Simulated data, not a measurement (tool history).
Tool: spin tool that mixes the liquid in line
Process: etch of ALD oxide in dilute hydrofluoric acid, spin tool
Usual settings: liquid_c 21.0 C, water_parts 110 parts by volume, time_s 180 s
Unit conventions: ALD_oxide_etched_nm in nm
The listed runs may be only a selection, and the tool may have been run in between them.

run,hour,liquid_c,water_parts,time_s,wafers since the last listed run,hours since the thermometer was replaced,hours since the hydrofluoric acid flow meter was replaced,hours since the gauge calibration,"read-back film thickness of the ALD oxide reference wafer, read on the same gauge (nm)",ALD_oxide_etched_nm
1,0.0,21.0,110,180,0,1125.4,753.3,182.6,70.04,22.45
2,8.3,21.0,110,180,59,1133.7,761.6,190.9,70.00,22.57
3,23.2,21.0,110,180,107,1148.6,776.5,205.8,70.02,22.40
4,38.5,21.0,125,235,110,1163.9,791.8,221.1,70.01,25.34
5,44.9,21.0,110,180,46,1170.3,798.2,227.5,69.98,22.44
6,56.3,21.0,110,180,82,1181.7,809.6,238.9,69.97,22.37
7,63.4,21.0,110,180,51,1188.8,816.7,246.0,70.01,22.31
8,72.9,21.0,110,180,68,1198.3,826.2,255.5,70.01,22.38
9,79.6,21.0,110,180,48,1205.0,832.9,262.2,70.00,22.20
10,88.9,19.5,110,210,67,1214.3,842.2,271.5,70.01,24.55
11,101.0,19.5,110,210,87,1226.4,854.3,283.6,70.00,24.51
12,115.0,21.0,130,180,101,1240.4,868.3,297.6,70.00,18.36
13,129.6,21.0,110,180,105,1255.0,882.9,312.2,70.01,22.08
14,145.9,21.0,110,180,117,1271.3,899.2,328.5,70.02,22.27
# hour 151.3: hydrofluoric acid flow meter replaced
15,161.4,18.0,110,245,104,1286.8,10.1,344.0,70.00,30.65
16,175.5,21.0,85,105,101,1300.9,24.2,358.1,70.02,19.74
# hour 183.5: thermometer replaced
17,192.9,21.0,140,180,118,9.4,41.6,375.5,70.02,17.85
18,201.9,17.0,60,150,64,18.4,50.6,384.5,70.00,31.94
19,217.4,21.0,130,180,111,33.9,66.1,400.0,69.99,19.36
20,224.3,21.0,110,180,49,40.8,73.0,406.9,70.02,23.35
# hour 226.9: gauge calibrated
21,234.6,26.0,110,105,74,51.1,83.3,7.7,69.99,16.36
22,285.5,21.0,110,180,367,102.0,134.2,58.6,69.97,23.03
23,302.2,21.0,110,180,120,118.7,150.9,75.3,69.96,23.30
24,313.0,21.0,140,180,77,129.5,161.7,86.1,69.98,17.71
25,322.1,21.0,110,180,65,138.6,170.8,95.2,69.99,23.22
26,329.4,24.0,55,280,52,145.9,178.1,102.5,70.00,86.57
27,370.6,21.0,110,275,297,187.1,219.3,143.7,70.01,35.20
28,381.7,21.0,110,265,80,198.2,230.4,154.8,69.98,33.65

Some steps in ALD_oxide_etched_nm, run to run, broken into two amounts with sign: the step expected even without the hidden condition (settings, incoming material, random variation), and the rest, left for the hidden condition together with whatever gauge scatter is not in both the measured and the hidden-condition-free result:
Hidden state at play: liquid hotter than its thermometer reads (K); hydrofluoric acid flow below the setpoint (%); gauge reads high (%).
Run 14 -> 15: liquid_c 21.0 -> 18.0, time_s 180 -> 245, hydrofluoric acid flow meter replaced. ALD_oxide_etched_nm +8.38 nm: hidden state +3.63, all else +4.75.
Run 16 -> 17: water_parts 85 -> 140, time_s 105 -> 180, thermometer replaced. ALD_oxide_etched_nm -1.89 nm: hidden state -1.56, all else -0.33.
Run 25 -> 26: liquid_c 21.0 -> 24.0, water_parts 110 -> 55, time_s 180 -> 280. ALD_oxide_etched_nm +63.35 nm: hidden state -0.50, all else +63.85.
Run 26 -> 27: liquid_c 24.0 -> 21.0, water_parts 55 -> 110, time_s 280 -> 275. ALD_oxide_etched_nm -51.37 nm: hidden state +0.23, all else -51.60.

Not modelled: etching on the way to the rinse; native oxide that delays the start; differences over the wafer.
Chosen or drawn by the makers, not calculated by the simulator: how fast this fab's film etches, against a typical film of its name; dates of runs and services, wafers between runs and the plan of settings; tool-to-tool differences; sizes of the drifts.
